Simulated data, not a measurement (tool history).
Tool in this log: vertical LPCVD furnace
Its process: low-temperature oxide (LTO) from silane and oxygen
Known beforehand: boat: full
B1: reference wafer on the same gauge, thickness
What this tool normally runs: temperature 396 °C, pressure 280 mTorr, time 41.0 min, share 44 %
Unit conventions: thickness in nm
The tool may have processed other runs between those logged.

Run 1, hour 0.0: usual settings; B1 470.32. Result: thickness 588.81 nm.
Run 2, hour 91.4: usual settings but temperature 389 °C, time 49.0 min; B1 470.77. Result: thickness 654.72 nm.
Run 3, hour 144.0: usual settings but temperature 389 °C, time 49.0 min; B1 470.96. Result: thickness 657.63 nm.
Run 4, hour 185.2: usual settings but temperature 389 °C, time 49.0 min; B1 470.81. Result: thickness 660.16 nm.
Run 5, hour 266.3: usual settings but pressure 240 mTorr, time 49.5 min; B1 471.29. Result: thickness 621.16 nm.
Run 6, hour 307.8: usual settings; B1 469.94. Result: thickness 594.71 nm.
Run 7, hour 349.7: usual settings; B1 471.25. Result: thickness 594.78 nm.
Run 8, hour 396.8: usual settings; B1 470.99. Result: thickness 596.17 nm.
Run 9, hour 448.4: usual settings but temperature 402 °C, pressure 335 mTorr; B1 469.94. Result: thickness 758.24 nm.
Run 10, hour 519.0: usual settings but temperature 402 °C, pressure 335 mTorr; B1 470.52. Result: thickness 756.72 nm.
Run 11, hour 578.1: usual settings but temperature 402 °C, pressure 335 mTorr; B1 471.33. Result: thickness 757.65 nm.
Run 12, hour 616.1: usual settings but pressure 230 mTorr; B1 471.65. Result: thickness 487.54 nm.
Run 13, hour 711.0: usual settings but pressure 230 mTorr; B1 470.81. Result: thickness 487.99 nm.
Run 14, hour 782.4: usual settings but temperature 407 °C, pressure 310 mTorr, time 49.0 min, share 38 %; B1 471.47. Result: thickness 761.31 nm.
At hour 805.8: gauge calibrated.
Run 15, hour 843.3: usual settings but pressure 260 mTorr, share 39 %; B1 470.97. Result: thickness 486.42 nm.
Run 16, hour 881.3: usual settings; B1 471.54. Result: thickness 595.90 nm.
Run 17, hour 957.0: usual settings; B1 471.33. Result: thickness 599.50 nm.
At hour 1038.8: silane flow controller replaced.
Run 18, hour 1048.8: usual settings but temperature 403 °C; B1 471.72. Result: thickness 623.04 nm.
Run 19, hour 1106.9: usual settings; B1 471.51. Result: thickness 578.25 nm.
At hour 1228.2: thermocouples replaced and temperature profile calibrated.
Run 20, hour 1295.8: usual settings but pressure 255 mTorr, time 53.5 min; B1 471.16. Result: thickness 688.88 nm.
At hour 1481.8: pressure gauge zeroed.
Run 21, hour 1482.3: usual settings but temperature 391 °C; B1 470.89. Result: thickness 552.00 nm.
Run 22, hour 1511.7: usual settings but pressure 305 mTorr; B1 470.37. Result: thickness 634.53 nm.
Run 23, hour 1585.5: usual settings; B1 471.40. Result: thickness 585.09 nm.
Run 24, hour 1641.2: usual settings but temperature 406 °C, time 36.0 min; B1 471.52. Result: thickness 571.51 nm.
Run 25, hour 1726.0: usual settings but pressure 250 mTorr, time 47.0 min; B1 470.10. Result: thickness 599.06 nm.
Run 26, hour 1793.0: usual settings but temperature 388 °C; B1 470.71. Result: thickness 530.44 nm.
Run 27, hour 1899.2: usual settings but temperature 408 °C, pressure 320 mTorr, time 56.0 min; B1 471.35. Result: thickness 1031.60 nm.

Hidden state, per run?
true tube temperature minus thermocouple reading, K: 0 at every run
true pressure minus gauge reading, mTorr: 0 at every run
gauge reads high (%): 0 at every run
H1: deviation of the silane flow from its setpoint, %
run    H1
  1  4.98
  2  5.13
  3  5.22
  4  5.29
  5  5.42
  6  5.49
  7  5.56
  8  5.64
  9  5.73
 10  5.84
 11  5.94
 12  6.01
 13  6.16
 14  6.28
 15  6.38
 16  6.45
 17  6.57
 18  1.03
 19  1.13
 20  1.44
 21  1.75
 22   1.8
 23  1.92
 24  2.02
 25  2.16
 26  2.27
 27  2.45
